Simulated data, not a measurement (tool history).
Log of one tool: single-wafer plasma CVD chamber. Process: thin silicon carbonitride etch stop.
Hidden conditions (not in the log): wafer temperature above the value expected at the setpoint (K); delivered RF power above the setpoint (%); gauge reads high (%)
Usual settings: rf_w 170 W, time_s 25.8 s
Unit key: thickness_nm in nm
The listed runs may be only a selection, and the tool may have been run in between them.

| run | hour | rf_w | time_s | wafers since the last listed run | hours since the last thermocouple change | hours since the last RF generator calibration | hours since the showerhead was replaced | hours since the gauge calibration | read-back reference wafer on the same gauge, thickness_nm | thickness_nm |
|---|---|---|---|---|---|---|---|---|---|---|
| 1 | 0 | 170 | 25.8 | 0 | 1982.2 | 2074.1 | 2427.3 | 404.9 | 17.204 | 14.469 |
| 2 | 106.5 | 170 | 25.8 | 2164 | 2088.7 | 2180.6 | 2533.8 | 511.4 | 17.198 | 14.544 |
| 3 | 196.4 | 180 | 25.8 | 1826 | 2178.6 | 2270.5 | 2623.7 | 601.3 | 17.209 | 14.748 |
| 4 | 270.9 | 180 | 25.8 | 1513 | 2253.1 | 2345 | 2698.2 | 675.8 | 17.193 | 14.792 |
|  | 292.8 | gauge calibrated |
| 5 | 351.7 | 180 | 25.8 | 1641 | 2333.9 | 2425.8 | 2779 | 58.9 | 17.214 | 14.718 |
|  | 411.2 | RF generator calibrated |
|  | 428.1 | thermocouple changed; heater temperature recalibrated |
| 6 | 429 | 170 | 29.6 | 1245 | 0.9 | 17.8 | 2856.3 | 136.2 | 17.198 | 16.319 |
|  | 454.3 | showerhead replaced |
| 7 | 472.8 | 145 | 25.8 | 727 | 44.7 | 61.6 | 18.5 | 180 | 17.204 | 13.541 |
| 8 | 538.3 | 170 | 25.8 | 1330 | 110.2 | 127.1 | 84 | 245.5 | 17.196 | 14.175 |
| 9 | 615.4 | 195 | 25.8 | 1566 | 187.3 | 204.2 | 161.1 | 322.6 | 17.198 | 14.888 |
|  | 649.8 | RF generator calibrated, repeated, since the last time left the tool worse |
| 10 | 669.6 | 200 | 22.2 | 938 | 241.5 | 19.8 | 215.3 | 376.8 | 17.201 | 13.399 |
| 11 | 741.9 | 180 | 30.9 | 1469 | 313.8 | 92.1 | 287.6 | 449.1 | 17.197 | 17.988 |
| 12 | 846.4 | 195 | 25.8 | 2123 | 418.3 | 196.6 | 392.1 | 553.6 | 17.196 | 15.391 |
|  | 862.4 | gauge calibrated |
| 13 | 938.1 | 140 | 30.1 | 1863 | 510 | 288.3 | 483.8 | 75.7 | 17.213 | 16.136 |
| 14 | 986.1 | 200 | 21.8 | 975 | 558 | 336.3 | 531.8 | 123.7 | 17.204 | 13.127 |
| 15 | 1069.7 | 170 | 25.8 | 1698 | 641.6 | 419.9 | 615.4 | 207.3 | 17.201 | 14.824 |
| 16 | 1129.8 | 170 | 25.8 | 1221 | 701.7 | 480 | 675.5 | 267.4 | 17.197 | 14.829 |

Predict each of these 5 candidate next runs independently; none follows another, all start after run 16:
| A | 1130.2 | 170 | 25.8 | 8 | 702.1 | 480.4 | 675.9 | 267.8 | ? | ? |
| B | 1130.2 | 145 | 29.2 | 8 | 702.1 | 480.4 | 675.9 | 267.8 | ? | ? |
| C | 1130.2 | 200 | 21 | 8 | 702.1 | 480.4 | 675.9 | 267.8 | ? | ? |
| D | 1130.2 | 185 | 21.4 | 8 | 702.1 | 480.4 | 675.9 | 267.8 | ? | ? |
| E | 1130.2 | 190 | 25.8 | 8 | 702.1 | 480.4 | 675.9 | 267.8 | ? | ? |

| run | read-back reference wafer on the same gauge, thickness_nm | thickness_nm |
|---|---|---|
| A | 17.196 | 14.747 |
| B | 17.196 | 15.874 |
| C | 17.196 | 12.63 |
| D | 17.196 | 12.561 |
| E | 17.196 | 15.27 |
The same runs, with their run-to-run variation unchanged, on a tool lacking any hidden condition would have given:
| run | thickness_nm |
|---|---|
| A | 14.772 |
| B | 15.901 |
| C | 12.651 |
| D | 12.582 |
| E | 15.296 |
